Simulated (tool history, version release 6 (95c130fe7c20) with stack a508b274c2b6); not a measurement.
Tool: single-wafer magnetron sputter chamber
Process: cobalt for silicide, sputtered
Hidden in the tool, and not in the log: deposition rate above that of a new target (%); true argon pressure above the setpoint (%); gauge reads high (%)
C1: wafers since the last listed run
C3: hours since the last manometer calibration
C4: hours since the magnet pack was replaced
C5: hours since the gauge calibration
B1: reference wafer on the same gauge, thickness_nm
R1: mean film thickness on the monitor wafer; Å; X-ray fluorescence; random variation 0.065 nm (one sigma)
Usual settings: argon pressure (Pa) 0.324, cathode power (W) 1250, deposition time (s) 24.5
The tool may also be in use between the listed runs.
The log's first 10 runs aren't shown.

{"run": 11, "hour": 661.2, "argon pressure (Pa)": 0.324, "cathode power (W)": 1250, "deposition time (s)": 24.5, "C1": 1307, "wafers on the sputter target": 2430, "C3": 1733.0, "C4": 4262.3, "C5": 2114.6, "B1": 17.588, "R1": 143.48}
{"hour": 695.6, "done": "gauge calibrated"}
{"run": 12, "hour": 697.5, "argon pressure (Pa)": 0.324, "cathode power (W)": 1250, "deposition time (s)": 24.5, "C1": 782, "wafers on the sputter target": 3213, "C3": 1769.3, "C4": 4298.6, "C5": 1.9, "B1": 17.617, "R1": 144.33}
{"run": 13, "hour": 767.0, "argon pressure (Pa)": 0.324, "cathode power (W)": 1000, "deposition time (s)": 24.5, "C1": 1497, "wafers on the sputter target": 4710, "C3": 1838.8, "C4": 4368.1, "C5": 71.4, "B1": 17.633, "R1": 119.08}
{"run": 14, "hour": 802.9, "argon pressure (Pa)": 0.324, "cathode power (W)": 1000, "deposition time (s)": 24.5, "C1": 773, "wafers on the sputter target": 5484, "C3": 1874.7, "C4": 4404.0, "C5": 107.3, "B1": 17.633, "R1": 119.02}
{"run": 15, "hour": 839.6, "argon pressure (Pa)": 0.324, "cathode power (W)": 1000, "deposition time (s)": 24.5, "C1": 790, "wafers on the sputter target": 6274, "C3": 1911.4, "C4": 4440.7, "C5": 144.0, "B1": 17.595, "R1": 118.59}
{"run": 16, "hour": 869.6, "argon pressure (Pa)": 0.324, "cathode power (W)": 1250, "deposition time (s)": 24.5, "C1": 646, "wafers on the sputter target": 6921, "C3": 1941.4, "C4": 4470.7, "C5": 174.0, "B1": 17.594, "R1": 143.97}
{"hour": 892.3, "done": "sputter target and shields replaced"}
{"run": 17, "hour": 893.6, "argon pressure (Pa)": 0.324, "cathode power (W)": 1250, "deposition time (s)": 24.5, "C1": 344, "wafers on the sputter target": 27, "C3": 1965.4, "C4": 4494.7, "C5": 198.0, "B1": 17.616, "R1": 145.83}
{"run": 18, "hour": 931.9, "argon pressure (Pa)": 0.324, "cathode power (W)": 1250, "deposition time (s)": 24.5, "C1": 825, "wafers on the sputter target": 853, "C3": 2003.7, "C4": 4533.0, "C5": 236.3, "B1": 17.601, "R1": 144.59}
{"hour": 970.9, "done": "capacitance manometer re-zeroed and calibrated"}
{"run": 19, "hour": 980.8, "argon pressure (Pa)": 0.285, "cathode power (W)": 1350, "deposition time (s)": 21.3, "C1": 881, "wafers on the sputter target": 1734, "C3": 9.9, "C4": 4581.9, "C5": 285.2, "B1": 17.58, "R1": 135.38}
{"run": 20, "hour": 1021.9, "argon pressure (Pa)": 0.324, "cathode power (W)": 1250, "deposition time (s)": 24.5, "C1": 885, "wafers on the sputter target": 2620, "C3": 51.0, "C4": 4623.0, "C5": 326.3, "B1": 17.582, "R1": 143.67}
{"run": 21, "hour": 1067.7, "argon pressure (Pa)": 0.324, "cathode power (W)": 1350, "deposition time (s)": 24.5, "C1": 986, "wafers on the sputter target": 3606, "C3": 96.8, "C4": 4668.8, "C5": 372.1, "B1": 17.579, "R1": 153.82}
{"run": 22, "hour": 1193.7, "argon pressure (Pa)": 0.408, "cathode power (W)": 1250, "deposition time (s)": 19.6, "C1": 2714, "wafers on the sputter target": 6321, "C3": 222.8, "C4": 4794.8, "C5": 498.1, "B1": 17.589, "R1": 111.31}
{"run": 23, "hour": 1265.0, "argon pressure (Pa)": 0.371, "cathode power (W)": 1250, "deposition time (s)": 24.5, "C1": 1536, "wafers on the sputter target": 7858, "C3": 294.1, "C4": 4866.1, "C5": 569.4, "B1": 17.597, "R1": 140.95}
{"hour": 1292.3, "done": "sputter target and shields replaced"}
{"hour": 1298.3, "done": "magnet pack replaced"}
{"run": 24, "hour": 1298.8, "argon pressure (Pa)": 0.226, "cathode power (W)": 1150, "deposition time (s)": 22.3, "C1": 426, "wafers on the sputter target": 10, "C3": 327.9, "C4": 0.5, "C5": 603.2, "B1": 17.574, "R1": 128.03}
{"run": 25, "hour": 1372.4, "argon pressure (Pa)": 0.324, "cathode power (W)": 1250, "deposition time (s)": 24.5, "C1": 1585, "wafers on the sputter target": 1596, "C3": 401.5, "C4": 74.1, "C5": 676.8, "B1": 17.59, "R1": 143.95}
{"run": 26, "hour": 1441.7, "argon pressure (Pa)": 0.219, "cathode power (W)": 1150, "deposition time (s)": 24.5, "C1": 1493, "wafers on the sputter target": 3089, "C3": 470.8, "C4": 143.4, "C5": 746.1, "B1": 17.591, "R1": 138.22}
{"run": 27, "hour": 1467.8, "argon pressure (Pa)": 0.324, "cathode power (W)": 1250, "deposition time (s)": 21.3, "C1": 562, "wafers on the sputter target": 3652, "C3": 496.9, "C4": 169.5, "C5": 772.2, "B1": 17.613, "R1": 125.13}
{"run": 28, "hour": 1532.3, "argon pressure (Pa)": 0.324, "cathode power (W)": 1250, "deposition time (s)": 24.5, "C1": 1389, "wafers on the sputter target": 5041, "C3": 561.4, "C4": 234.0, "C5": 836.7, "B1": 17.59, "R1": 142.92}
{"run": 29, "hour": 1593.7, "argon pressure (Pa)": 0.24, "cathode power (W)": 1050, "deposition time (s)": 23.2, "C1": 1323, "wafers on the sputter target": 6364, "C3": 622.8, "C4": 295.4, "C5": 898.1, "B1": 17.649, "R1": 120.27}
{"hour": 1646.6, "done": "sputter target and shields replaced"}
{"run": 30, "hour": 1662.6, "argon pressure (Pa)": 0.239, "cathode power (W)": 1400, "deposition time (s)": 27.6, "C1": 1312, "wafers on the sputter target": 344, "C3": 691.7, "C4": 364.3, "C5": 967.0, "B1": 17.653, "R1": 185.6}
{"run": 31, "hour": 1712.4, "argon pressure (Pa)": 0.324, "cathode power (W)": 1350, "deposition time (s)": 22.5, "C1": 1073, "wafers on the sputter target": 1417, "C3": 741.5, "C4": 414.1, "C5": 1016.8, "B1": 17.637, "R1": 140.71}
{"run": 32, "hour": 1768.2, "argon pressure (Pa)": 0.324, "cathode power (W)": 1500, "deposition time (s)": 21.7, "C1": 1202, "wafers on the sputter target": 2619, "C3": 797.3, "C4": 469.9, "C5": 1072.6, "B1": 17.646, "R1": 149.76}
{"run": 33, "hour": 1823.4, "argon pressure (Pa)": 0.367, "cathode power (W)": 1100, "deposition time (s)": 24.5, "C1": 1189, "wafers on the sputter target": 3809, "C3": 852.5, "C4": 525.1, "C5": 1127.8, "B1": 17.591, "R1": 127.64}
{"run": 34, "hour": 1854.7, "argon pressure (Pa)": 0.324, "cathode power (W)": 1250, "deposition time (s)": 24.5, "C1": 674, "wafers on the sputter target": 4483, "C3": 883.8, "C4": 556.4, "C5": 1159.1, "B1": 17.623, "R1": 143.54}

Forecast each of these 3 alternatives for the next run:
{"run": "A", "hour": 1855.1, "argon pressure (Pa)": 0.324, "cathode power (W)": 1250, "deposition time (s)": 21.8, "C1": 8, "wafers on the sputter target": 4492, "C3": 884.2, "C4": 556.8, "C5": 1159.5, "B1": "?", "R1": "?"}
{"run": "B", "hour": 1855.1, "argon pressure (Pa)": 0.451, "cathode power (W)": 1250, "deposition time (s)": 21.4, "C1": 8, "wafers on the sputter target": 4492, "C3": 884.2, "C4": 556.8, "C5": 1159.5, "B1": "?", "R1": "?"}
{"run": "C", "hour": 1855.1, "argon pressure (Pa)": 0.431, "cathode power (W)": 1550, "deposition time (s)": 19.8, "C1": 8, "wafers on the sputter target": 4492, "C3": 884.2, "C4": 556.8, "C5": 1159.5, "B1": "?", "R1": "?"}

run=A B1=17.592 R1=128.01
run=B B1=17.592 R1=121.08
run=C B1=17.592 R1=135.75
Without the tool's hidden state the same runs would have given:
run=A R1=131.17
run=B R1=124.07
run=C R1=139.11
